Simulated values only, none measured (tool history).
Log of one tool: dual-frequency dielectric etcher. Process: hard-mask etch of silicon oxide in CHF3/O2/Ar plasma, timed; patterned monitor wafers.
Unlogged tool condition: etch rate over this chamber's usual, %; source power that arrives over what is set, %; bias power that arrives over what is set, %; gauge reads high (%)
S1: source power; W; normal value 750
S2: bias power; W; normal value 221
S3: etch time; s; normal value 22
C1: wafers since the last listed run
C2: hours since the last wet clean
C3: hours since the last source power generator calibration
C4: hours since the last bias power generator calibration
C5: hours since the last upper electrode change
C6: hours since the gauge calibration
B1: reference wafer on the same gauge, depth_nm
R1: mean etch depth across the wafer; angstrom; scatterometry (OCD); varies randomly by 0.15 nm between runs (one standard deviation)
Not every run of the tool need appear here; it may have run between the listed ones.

| run | day | S1 | S2 | S3 | C1 | C2 | C3 | C4 | C5 | C6 | B1 | R1 |
|---|---|---|---|---|---|---|---|---|---|---|---|---|
| 1 | 0 | 840 | 207 | 22 | 0 | 209.9 | 3883.2 | 4777.3 | 2936.3 | 57.7 | 53.3 | 584 |
| 2 | 0.325 | 840 | 207 | 22 | 141 | 217.7 | 3891 | 4785.1 | 2944.1 | 65.5 | 53.4 | 584 |
| 3 | 0.7 | 750 | 221 | 22 | 163 | 226.7 | 3900 | 4794.1 | 2953.1 | 74.5 | 53.3 | 577 |
| 4 | 1.371 | 750 | 221 | 22 | 292 | 242.8 | 3916.1 | 4810.2 | 2969.2 | 90.6 | 53.3 | 577 |
| 5 | 1.879 | 750 | 221 | 22 | 221 | 255 | 3928.3 | 4822.4 | 2981.4 | 102.8 | 53.3 | 578 |
| 6 | 2.554 | 750 | 221 | 22 | 294 | 271.2 | 3944.5 | 4838.6 | 2997.6 | 119 | 53.3 | 578 |
| 7 | 3.083 | 750 | 221 | 22 | 231 | 283.9 | 3957.2 | 4851.3 | 3010.3 | 131.7 | 53.2 | 578 |
| 8 | 3.379 | 750 | 221 | 19.5 | 129 | 291 | 3964.3 | 4858.4 | 3017.4 | 138.8 | 53.3 | 513 |
|  | 4.475 | upper electrode replaced |
| 9 | 4.496 | 750 | 221 | 19.5 | 50 | 317.8 | 3991.1 | 4885.2 | 0.5 | 165.6 | 53.4 | 515 |
| 10 | 4.508 | 750 | 221 | 19.5 | 5 | 318.1 | 3991.4 | 4885.5 | 0.8 | 165.9 | 53.3 | 515 |
| 11 | 4.754 | 750 | 221 | 24.5 | 107 | 324 | 3997.3 | 4891.4 | 6.7 | 171.8 | 53.4 | 644 |
| 12 | 5.246 | 750 | 221 | 24.5 | 214 | 335.8 | 4009.1 | 4903.2 | 18.5 | 183.6 | 53.3 | 645 |
| 13 | 5.671 | 750 | 221 | 22 | 185 | 346 | 4019.3 | 4913.4 | 28.7 | 193.8 | 53.3 | 581 |
|  | 6.075 | bias power generator calibrated |
| 14 | 6.188 | 750 | 221 | 22 | 152 | 358.4 | 4031.7 | 2.7 | 41.1 | 206.2 | 53.3 | 582 |
|  | 6.729 | source power generator calibrated |
| 15 | 6.838 | 940 | 172 | 22 | 210 | 374 | 2.6 | 18.3 | 56.7 | 221.8 | 53.3 | 580 |
| 16 | 7.475 | 650 | 190 | 26.5 | 278 | 389.3 | 17.9 | 33.6 | 72 | 237.1 | 53.3 | 653 |
| 17 | 8.204 | 640 | 221 | 22 | 318 | 406.8 | 35.4 | 51.1 | 89.5 | 254.6 | 53.3 | 560 |
| 18 | 8.754 | 940 | 221 | 22 | 240 | 420 | 48.6 | 64.3 | 102.7 | 267.8 | 53.3 | 618 |
| 19 | 9.196 | 750 | 221 | 22 | 192 | 430.6 | 59.2 | 74.9 | 113.3 | 278.4 | 53.2 | 582 |
|  | 9.692 | gauge calibrated |
|  | 10.371 | wet clean of the chamber |
| 20 | 10.392 | 750 | 221 | 22 | 85 | 0.5 | 87.9 | 103.6 | 142 | 16.8 | 53.3 | 566 |
| 21 | 10.404 | 750 | 221 | 19 | 5 | 0.8 | 88.2 | 103.9 | 142.3 | 17.1 | 53.3 | 487 |
| 22 | 10.5 | 750 | 221 | 22 | 41 | 3.1 | 90.5 | 106.2 | 144.6 | 19.4 | 53.2 | 568 |
| 23 | 10.817 | 670 | 221 | 24 | 138 | 10.7 | 98.1 | 113.8 | 152.2 | 27 | 53.3 | 603 |
| 24 | 11.108 | 890 | 221 | 17 | 127 | 17.7 | 105.1 | 120.8 | 159.2 | 34 | 53.3 | 457 |
| 25 | 11.579 | 840 | 255 | 22 | 205 | 29 | 116.4 | 132.1 | 170.5 | 45.3 | 53.3 | 602 |
| 26 | 11.996 | 750 | 239 | 18.5 | 181 | 39 | 126.4 | 142.1 | 180.5 | 55.3 | 53.3 | 486 |
| 27 | 13.308 | 750 | 221 | 18 | 572 | 70.5 | 157.9 | 173.6 | 212 | 86.8 | 53.3 | 466 |
| 28 | 13.662 | 750 | 271 | 22 | 154 | 79 | 166.4 | 182.1 | 220.5 | 95.3 | 53.3 | 600 |
| 29 | 14.362 | 750 | 221 | 22 | 305 | 95.8 | 183.2 | 198.9 | 237.3 | 112.1 | 53.3 | 568 |

Selected run-to-run steps in R1, each split into two signed amounts: the part the tool would show with no hidden state at all (from settings, incoming material and random variation), and the remainder, which goes to the hidden state together with any gauge scatter not common to the measured and the hidden-state-free results:
Run 10 -> 11: S3 19.5 -> 24.5. R1 +129 angstrom: hidden state +3, all else +126.
Run 19 -> 20: gauge calibrated, wet clean of the chamber. R1 -16 angstrom: hidden state -16, all else +0.
Run 23 -> 24: S1 670 -> 890, S3 24 -> 17. R1 -146 angstrom: hidden state -1, all else -145.
Run 24 -> 25: S1 890 -> 840, S2 221 -> 255, S3 17 -> 22. R1 +145 angstrom: hidden state +1, all else +144.
